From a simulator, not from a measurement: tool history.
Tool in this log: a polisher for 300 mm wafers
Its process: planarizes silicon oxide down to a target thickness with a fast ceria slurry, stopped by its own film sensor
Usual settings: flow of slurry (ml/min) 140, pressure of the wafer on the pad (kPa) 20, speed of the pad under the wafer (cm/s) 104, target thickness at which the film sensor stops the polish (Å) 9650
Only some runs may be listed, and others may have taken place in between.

run,hour,flow of slurry (ml/min),pressure of the wafer on the pad (kPa),speed of the pad under the wafer (cm/s),target thickness at which the film sensor stops the polish (Å),wafers since the last listed run,wafers polished on this pad,hours since the slurry nozzle was cleaned,hours since the head pressure was calibrated,"incoming thickness of the incoming film, nm",time until the film sensor stopped the polish (s)
1,0,140,20,128,9650,0,308,865.3,737.6,2562.4,90.4
2,19.8,140,20,128,9650,212,520,885.1,757.4,2564.5,93.5
3,32.7,140,20,104,9650,138,659,898,770.3,2559,112.9
# hour 39.7: worn pad replaced by a new one
4,46.4,140,20,104,9650,104,72,911.7,784,2528.1,102.1
5,62.8,175,20,86,9650,176,248,928.1,800.4,2574.7,123.2
6,88.1,175,20,86,9650,271,520,953.4,825.7,2541.9,125
# hour 104.8: worn pad replaced by a new one
7,114.3,140,20,104,9650,238,102,979.6,851.9,2539.3,104.6
# hour 120.5: slurry nozzle cleaned
# hour 123: head pressure recalibrated
8,130.6,140,20,104,9650,142,245,10.1,7.6,2551.3,96.6
# hour 164.9: worn pad replaced by a new one
9,166.4,140,20,104,9650,341,16,45.9,43.4,2544.9,90.3
10,195.6,140,20,76,9650,313,330,75.1,72.6,2546.8,126.7
11,214.2,140,15.2,104,9650,199,529,93.7,91.2,2540.2,129.6
# hour 237.6: worn pad replaced by a new one
12,242.4,140,20,104,9650,260,51,121.9,119.4,2544.9,92.4
13,260.8,140,20,70,9650,197,249,140.3,137.8,2541.3,135
14,287,180,20,104,13310,281,530,166.5,164,2530.6,73.2
# hour 312: worn pad replaced by a new one
15,312.5,120,17.9,92,9650,231,5,192,189.5,2561.5,115.4
16,334.8,140,20,116,9650,239,245,214.3,211.8,2536.2,87.4

Branching from run 16: 5 alternative next runs. What would each branch give?
A,335.2,140,20,104,9650,4,249,214.7,212.2,2511.6,?
B,335.2,140,17.9,92,5300,4,249,214.7,212.2,2511.6,?
C,335.2,140,20,86,9650,4,249,214.7,212.2,2511.6,?
D,335.2,160,20,104,9650,4,249,214.7,212.2,2511.6,?
E,335.2,90,26.9,84,9650,4,249,214.7,212.2,2511.6,?

run,time until the film sensor stopped the polish (s)
A,94.8
B,150.7
C,111.8
D,92.4
E,95.2
Stripped of hidden state, with their random variation kept, the same runs would have yielded:
run,time until the film sensor stopped the polish (s)
A,86.1
B,136.9
C,101.5
D,83.9
E,86.5

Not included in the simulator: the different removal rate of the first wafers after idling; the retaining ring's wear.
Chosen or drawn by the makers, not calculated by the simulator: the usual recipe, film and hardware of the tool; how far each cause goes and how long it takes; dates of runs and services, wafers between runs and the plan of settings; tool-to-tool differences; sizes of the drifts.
